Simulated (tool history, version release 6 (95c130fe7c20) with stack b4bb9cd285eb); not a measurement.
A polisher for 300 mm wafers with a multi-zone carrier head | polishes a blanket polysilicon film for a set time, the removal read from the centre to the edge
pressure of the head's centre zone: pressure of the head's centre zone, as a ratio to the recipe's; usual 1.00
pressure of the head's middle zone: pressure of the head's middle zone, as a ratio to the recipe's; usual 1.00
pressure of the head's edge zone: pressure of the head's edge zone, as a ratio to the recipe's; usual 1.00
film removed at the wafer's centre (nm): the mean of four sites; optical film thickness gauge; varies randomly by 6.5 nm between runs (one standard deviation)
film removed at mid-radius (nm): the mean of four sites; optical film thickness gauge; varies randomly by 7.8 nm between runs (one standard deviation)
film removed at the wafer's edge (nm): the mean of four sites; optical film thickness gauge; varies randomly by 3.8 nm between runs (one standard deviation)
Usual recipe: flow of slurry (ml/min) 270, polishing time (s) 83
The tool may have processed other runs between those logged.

run,hour,flow of slurry (ml/min),pressure of the head's centre zone,pressure of the head's middle zone,pressure of the head's edge zone,polishing time (s),"incoming thickness of the incoming film, nm",film removed at the wafer's centre (nm),film removed at mid-radius (nm),film removed at the wafer's edge (nm)
1,0.0,270,1.00,1.00,1.00,83,2298.5,587.2,591.6,589.1
# hour 32.1: carrier head's membrane replaced by a new one
2,43.8,270,1.00,0.94,1.00,83,2347.0,575.5,555.7,589.5
3,144.6,270,1.00,0.94,1.00,83,2378.4,575.3,554.2,585.1
4,219.0,270,1.00,1.00,1.00,83,2312.8,581.8,589.4,581.2
# hour 385.2: worn pad replaced by a new one
5,385.7,205,1.00,1.10,1.00,83,2323.6,545.3,620.6,568.7
6,444.5,270,0.92,1.00,1.00,83,2362.4,524.3,591.8,591.9
# hour 447.8: centre zone pressure recalibrated
7,489.1,270,1.00,1.00,1.00,83,2353.5,593.9,584.4,587.5
# hour 590.0: slurry nozzle cleaned
8,594.7,270,1.00,0.92,1.00,109,2346.4,785.3,712.7,763.1
9,693.6,270,0.93,1.00,0.94,93,2346.1,616.1,669.9,637.8
10,765.6,270,1.00,1.04,1.00,103,2304.5,741.4,743.6,725.7
# hour 785.2: carrier head's membrane replaced by a new one
11,827.1,270,0.96,1.00,1.00,66,2380.5,443.1,467.1,470.0
12,926.5,350,1.05,0.89,0.96,83,2296.5,625.5,551.4,590.4
13,980.8,270,1.00,1.10,1.00,83,2333.3,572.0,653.0,588.0
14,1049.6,270,1.00,1.00,1.00,83,2340.0,579.2,605.6,582.7
# hour 1065.8: worn pad replaced by a new one
15,1122.8,270,1.00,0.91,0.93,90,2342.8,617.1,582.9,615.8
16,1228.7,270,1.00,1.00,1.00,110,2392.5,743.7,797.8,783.5
# hour 1246.5: centre zone pressure recalibrated
# hour 1282.4: edge zone pressure recalibrated
# hour 1290.0: slurry nozzle cleaned
# hour 1535.8: carrier head's membrane replaced by a new one
17,1536.3,335,1.00,1.00,1.00,83,2350.1,608.7,594.8,595.2
18,1634.2,305,1.06,1.05,1.00,94,2368.5,713.5,678.3,661.7
19,1737.0,245,1.07,1.00,1.08,83,2335.6,621.9,588.7,605.4
# hour 1775.2: worn pad replaced by a new one
20,1810.5,270,1.00,1.00,1.00,83,2334.9,595.2,585.9,588.9
21,1849.5,270,1.04,0.91,1.00,83,2317.3,603.8,534.2,589.7
# hour 1917.8: slurry nozzle cleaned
22,1947.5,270,1.00,0.92,1.00,109,2347.4,758.7,731.6,779.2
23,2019.2,330,1.06,1.00,1.00,83,2326.3,611.3,598.9,596.0

Branching from run 23: 3 alternative next runs. What would each branch give?
A,2019.6,270,1.00,1.00,1.00,83,2343.7,?,?,?
B,2019.6,270,0.88,0.93,1.07,105,2343.7,?,?,?
C,2019.6,270,0.89,1.00,0.96,83,2343.7,?,?,?

run,film removed at the wafer's centre (nm),film removed at mid-radius (nm),film removed at the wafer's edge (nm)
A,565.8,580.6,585.5
B,628.4,691.4,766.5
C,502.7,580.9,574.2
Take away the tool's hidden state, keep each run's random variation, and the runs would have read:
run,film removed at the wafer's centre (nm),film removed at mid-radius (nm),film removed at the wafer's edge (nm)
A,605.0,580.4,585.5
B,672.5,691.2,766.5
C,537.9,580.7,574.2
